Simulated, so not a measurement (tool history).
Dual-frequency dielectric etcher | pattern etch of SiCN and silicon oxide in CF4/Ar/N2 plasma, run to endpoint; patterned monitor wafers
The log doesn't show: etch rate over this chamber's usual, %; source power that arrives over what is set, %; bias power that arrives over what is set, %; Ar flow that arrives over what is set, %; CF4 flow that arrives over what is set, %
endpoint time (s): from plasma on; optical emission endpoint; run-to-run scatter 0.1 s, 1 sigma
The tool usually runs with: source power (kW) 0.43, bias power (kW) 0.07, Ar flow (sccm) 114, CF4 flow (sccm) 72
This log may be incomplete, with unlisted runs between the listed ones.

run     day  source power (kW)  bias power (kW)  Ar flow (sccm)  CF4 flow (sccm)  wafers since the last listed run  hours since the last wet clean  hours since the last source power generator calibration  hours since the last bias power generator calibration  hours since the last Ar flow controller change  hours since the last CF4 flow controller change  hours since the last upper electrode change  incoming incoming film thickness, nm  endpoint time (s)
  1       0               0.43             0.07             114               72                                 0                           231.7                                                   2083.5                                                 1704.9                                          3531.8                                           1439.7                                       4636.3                                 16.67               23.6
  2   1.758               0.43             0.07             114               72                               349                           273.9                                                   2125.7                                                 1747.1                                            3574                                           1481.9                                       4678.5                                 16.51               23.1
  3   7.229               0.43             0.07             114               72                              1088                           405.2                                                     2257                                                 1878.4                                          3705.3                                           1613.2                                       4809.8                                 16.46               23.1
  4   10.15               0.43             0.07             114               72                               581                           475.3                                                   2327.1                                                 1948.5                                          3775.4                                           1683.3                                       4879.9                                 16.63               23.3
     11.846  -- wet clean of the chamber
  5  12.546               0.43             0.07             114               72                               277                            16.8                                                   2384.6                                                   2006                                          3832.9                                           1740.8                                       4937.4                                 16.51               23.2
  6  13.854               0.43             0.07             114               72                               260                            48.2                                                     2416                                                 2037.4                                          3864.3                                           1772.2                                       4968.8                                 16.46               23.1
     14.571  -- CF4 flow controller replaced
  7  15.708               0.46            0.065             114               72                               319                            92.7                                                   2460.5                                                 2081.9                                          3908.8                                             27.3                                       5013.3                                 16.49               22.1
  8  18.508               0.46            0.065             114               72                               557                           159.9                                                   2527.7                                                 2149.1                                            3976                                             94.5                                       5080.5                                 16.37               22.1
     20.258  -- source power generator calibrated
     21.483  -- upper electrode replaced
  9  21.504               0.46            0.065             114               72                               363                           231.8                                                     29.9                                                   2221                                          4047.9                                            166.4                                          0.5                                 16.49               21.2
 10  24.296               0.43             0.07             114               55                               555                           298.8                                                     96.9                                                   2288                                          4114.9                                            233.4                                         67.5                                 16.34               22.6
 11  25.629               0.48             0.07             141               72                               265                           330.8                                                    128.9                                                   2320                                          4146.9                                            265.4                                         99.5                                 16.45               20.5
 12  27.429                0.5            0.065             105               62                               358                             374                                                    172.1                                                 2363.2                                          4190.1                                            308.6                                        142.7                                 16.53               19.6
 13  29.783               0.37            0.061             114               72                               468                           430.5                                                    228.6                                                 2419.7                                          4246.6                                            365.1                                        199.2                                 16.49               27.6
     30.242  -- bias power generator calibrated
 14  32.721               0.46            0.065             114               72                               551                             501                                                    299.1                                                   59.5                                          4317.1                                            435.6                                        269.7                                 16.54               21.4
     34.033  -- wet clean of the chamber
 15  34.054               0.43            0.082             130               72                                66                             0.5                                                    331.1                                                   91.5                                          4349.1                                            467.6                                        301.7                                 16.49               21.7
 16  36.371               0.43             0.07             130               72                               460                            56.1                                                    386.7                                                  147.1                                          4404.7                                            523.2                                        357.3                                  16.4                 23
     36.742  -- Ar flow controller replaced
 17    38.3               0.53            0.079             137               65                               334                           102.4                                                      433                                                  193.4                                            37.4                                            569.5                                        403.6                                 16.62               18.4
 18  41.288               0.43             0.07             114               72                               594                           174.1                                                    504.7                                                  265.1                                           109.1                                            641.2                                        475.3                                 16.46               22.7
 19  42.358               0.39            0.075             114               88                               213                           199.8                                                    530.4                                                  290.8                                           134.8                                            666.9                                          501                                 16.69               24.3
 20  44.746               0.35            0.054             138               72                               475                           257.1                                                    587.7                                                  348.1                                           192.1                                            724.2                                        558.3                                 16.51               32.4
 21  47.221               0.43             0.07             138               72                               492                           316.5                                                    647.1                                                  407.5                                           251.5                                            783.6                                        617.7                                 16.47               23.6
 22  49.342                0.5            0.077             127               67                               421                           367.4                                                      698                                                  458.4                                           302.4                                            834.5                                        668.6                                 16.43               19.4
 23  51.221               0.35             0.07             114               72                               373                           412.5                                                    743.1                                                  503.5                                           347.5                                            879.6                                        713.7                                 16.45               28.6

For each run, the measured value with the value that run would have given without the tool's hidden condition subtracted. The run-to-run variation is shared by both, the gauge scatter possibly not:
run  endpoint time (s)
  1               +1.2
  2               +1.1
  3               +1.2
  4               +1.2
  5               +1.2
  6               +1.2
  7               +1.1
  8               +1.1
  9               +0.1
 10               +0.3
 11               +0.3
 12               +0.3
 13               +0.5
 14               +0.5
 15               +0.6
 16               +0.6
 17               +0.5
 18               +0.7
 19               +0.8
 20               +1.1
 21               +0.9
 22               +0.8
 23               +1.2
